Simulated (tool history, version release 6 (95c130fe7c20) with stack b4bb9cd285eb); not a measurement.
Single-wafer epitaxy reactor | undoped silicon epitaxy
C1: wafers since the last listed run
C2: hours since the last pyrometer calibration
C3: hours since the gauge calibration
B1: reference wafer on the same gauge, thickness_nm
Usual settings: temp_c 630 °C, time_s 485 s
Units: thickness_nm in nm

run 1 day=0.000 | temp_c=630 time_s=485 | C1=0 C2=490.8 C3=1236.0 | B1=68.144 | thickness_nm=57.643
run 2 day=1.692 | temp_c=630 time_s=485 | C1=97 C2=531.4 C3=1276.6 | B1=68.074 | thickness_nm=57.582
run 3 day=6.183 | temp_c=642 time_s=485 | C1=259 C2=639.2 C3=1384.4 | B1=68.056 | thickness_nm=77.204
run 4 day=8.258 | temp_c=642 time_s=485 | C1=119 C2=689.0 C3=1434.2 | B1=67.983 | thickness_nm=77.715
run 5 day=11.150 | temp_c=630 time_s=485 | C1=167 C2=758.4 C3=1503.6 | B1=67.973 | thickness_nm=57.662
run 6 day=15.317 | temp_c=630 time_s=485 | C1=240 C2=858.4 C3=1603.6 | B1=68.005 | thickness_nm=57.317
run 7 day=17.208 | temp_c=638 time_s=485 | C1=109 C2=903.8 C3=1649.0 | B1=68.030 | thickness_nm=69.724
run 8 day=19.829 | temp_c=638 time_s=485 | C1=151 C2=966.7 C3=1711.9 | B1=68.078 | thickness_nm=69.917
-- day=23.212 gauge calibrated
run 9 day=24.025 | temp_c=642 time_s=442 | C1=242 C2=1067.4 C3=19.5 | B1=67.893 | thickness_nm=70.475
run 10 day=26.108 | temp_c=642 time_s=442 | C1=120 C2=1117.4 C3=69.5 | B1=67.981 | thickness_nm=70.291
run 11 day=29.738 | temp_c=642 time_s=442 | C1=209 C2=1204.5 C3=156.6 | B1=67.962 | thickness_nm=70.315
run 12 day=31.338 | temp_c=642 time_s=524 | C1=92 C2=1242.9 C3=195.0 | B1=68.040 | thickness_nm=82.780
run 13 day=33.517 | temp_c=617 time_s=485 | C1=125 C2=1295.2 C3=247.3 | B1=67.962 | thickness_nm=41.053
run 14 day=36.846 | temp_c=643 time_s=535 | C1=192 C2=1375.1 C3=327.2 | B1=67.985 | thickness_nm=86.808
run 15 day=39.171 | temp_c=640 time_s=485 | C1=134 C2=1430.9 C3=383.0 | B1=68.056 | thickness_nm=72.649
run 16 day=40.921 | temp_c=630 time_s=485 | C1=101 C2=1472.9 C3=425.0 | B1=67.991 | thickness_nm=56.660
-- day=52.683 pyrometer calibrated
run 17 day=54.412 | temp_c=618 time_s=538 | C1=760 C2=41.5 C3=748.8 | B1=67.999 | thickness_nm=47.950
run 18 day=56.738 | temp_c=630 time_s=485 | C1=134 C2=97.3 C3=804.6 | B1=67.962 | thickness_nm=58.642
run 19 day=61.225 | temp_c=623 time_s=549 | C1=259 C2=205.0 C3=912.3 | B1=68.119 | thickness_nm=55.383
run 20 day=63.071 | temp_c=630 time_s=389 | C1=106 C2=249.3 C3=956.6 | B1=67.991 | thickness_nm=47.093
run 21 day=67.292 | temp_c=626 time_s=485 | C1=243 C2=350.6 C3=1057.9 | B1=68.005 | thickness_nm=52.932
run 22 day=71.546 | temp_c=640 time_s=485 | C1=245 C2=452.7 C3=1160.0 | B1=67.987 | thickness_nm=74.603

What the log doesn't show, run by run:
gauge reads high (%): 0 in every run
H1: wafer temperature above the value expected at the setpoint (K)
run=1 H1=-0.339
run=2 H1=-0.371
run=3 H1=-0.455
run=4 H1=-0.494
run=5 H1=-0.548
run=6 H1=-0.627
run=7 H1=-0.662
run=8 H1=-0.711
run=9 H1=-0.79
run=10 H1=-0.829
run=11 H1=-0.897
run=12 H1=-0.927
run=13 H1=-0.968
run=14 H1=-1.03
run=15 H1=-1.07
run=16 H1=-1.11
run=17 H1=0.249
run=18 H1=0.206
run=19 H1=0.122
run=20 H1=0.0869
run=21 H1=0.00768
run=22 H1=-0.0722

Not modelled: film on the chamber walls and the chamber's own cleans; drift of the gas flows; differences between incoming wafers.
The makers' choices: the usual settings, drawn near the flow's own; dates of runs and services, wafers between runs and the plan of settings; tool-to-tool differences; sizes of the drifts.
